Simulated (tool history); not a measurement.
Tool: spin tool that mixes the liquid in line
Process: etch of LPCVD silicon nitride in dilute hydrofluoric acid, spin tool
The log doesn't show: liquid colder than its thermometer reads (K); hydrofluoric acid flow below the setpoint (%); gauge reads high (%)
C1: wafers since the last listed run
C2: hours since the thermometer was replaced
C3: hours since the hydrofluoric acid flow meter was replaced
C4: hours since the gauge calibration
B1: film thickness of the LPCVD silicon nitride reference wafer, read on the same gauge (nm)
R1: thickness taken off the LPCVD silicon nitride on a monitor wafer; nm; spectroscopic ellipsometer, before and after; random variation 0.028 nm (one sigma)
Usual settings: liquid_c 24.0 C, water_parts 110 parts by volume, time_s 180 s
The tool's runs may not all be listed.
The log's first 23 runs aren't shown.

Run 24, hour 1619.3: usual settings but water_parts 165 parts by volume, time_s 210 s; C1 237; C2 956.9; C3 1107.2; C4 827.8; B1 90.006. Result: R1 0.588 nm.
Run 25, hour 1683.2: usual settings but water_parts 80 parts by volume, time_s 75 s; C1 539; C2 1020.8; C3 1171.1; C4 891.7; B1 89.993. Result: R1 0.409 nm.
At hour 1715.4: hydrofluoric acid flow meter replaced.
Run 26, hour 1754.2: usual settings but liquid_c 20.5 C, water_parts 155 parts by volume, time_s 290 s; C1 590; C2 1091.8; C3 38.8; C4 962.7; B1 89.998. Result: R1 0.672 nm.
At hour 1765.9: thermometer replaced.
Run 27, hour 1787.6: usual settings but liquid_c 26.0 C, water_parts 135 parts by volume, time_s 150 s; C1 273; C2 21.7; C3 72.2; C4 996.1; B1 89.995. Result: R1 0.639 nm.
Run 28, hour 1813.9: usual settings; C1 221; C2 48.0; C3 98.5; C4 1022.4; B1 90.014. Result: R1 0.765 nm.
Run 29, hour 1878.3: usual settings but water_parts 75 parts by volume, time_s 235 s; C1 543; C2 112.4; C3 162.9; C4 1086.8; B1 90.010. Result: R1 1.533 nm.
Run 30, hour 1917.0: usual settings but liquid_c 21.5 C, water_parts 135 parts by volume; C1 326; C2 151.1; C3 201.6; C4 1125.5; B1 90.001. Result: R1 0.559 nm.
Run 31, hour 1946.1: usual settings but water_parts 80 parts by volume; C1 245; C2 180.2; C3 230.7; C4 1154.6; B1 90.036. Result: R1 1.029 nm.

Forecast each of these 5 alternatives for the next run:
Run A, hour 1946.6: usual settings; C1 4; C2 180.7; C3 231.2; C4 1155.1; B1 ?. Result: R1 ?.
Run B, hour 1946.6: usual settings but liquid_c 21.5 C, water_parts 140 parts by volume, time_s 130 s; C1 4; C2 180.7; C3 231.2; C4 1155.1; B1 ?. Result: R1 ?.
Run C, hour 1946.6: usual settings but liquid_c 27.5 C; C1 4; C2 180.7; C3 231.2; C4 1155.1; B1 ?. Result: R1 ?.
Run D, hour 1946.6: usual settings but liquid_c 19.5 C, water_parts 145 parts by volume; C1 4; C2 180.7; C3 231.2; C4 1155.1; B1 ?. Result: R1 ?.
Run E, hour 1946.6: usual settings but liquid_c 28.5 C, water_parts 85 parts by volume, time_s 85 s; C1 4; C2 180.7; C3 231.2; C4 1155.1; B1 ?. Result: R1 ?.

run      B1     R1
  A  89.997  0.831
  B  89.997  0.401
  C  89.997  1.043
  D  89.997  0.470
  E  89.997  0.679
Without the tool's hidden state the same runs would have given:
run     R1
  A  0.861
  B  0.416
  C  1.079
  D  0.487
  E  0.703
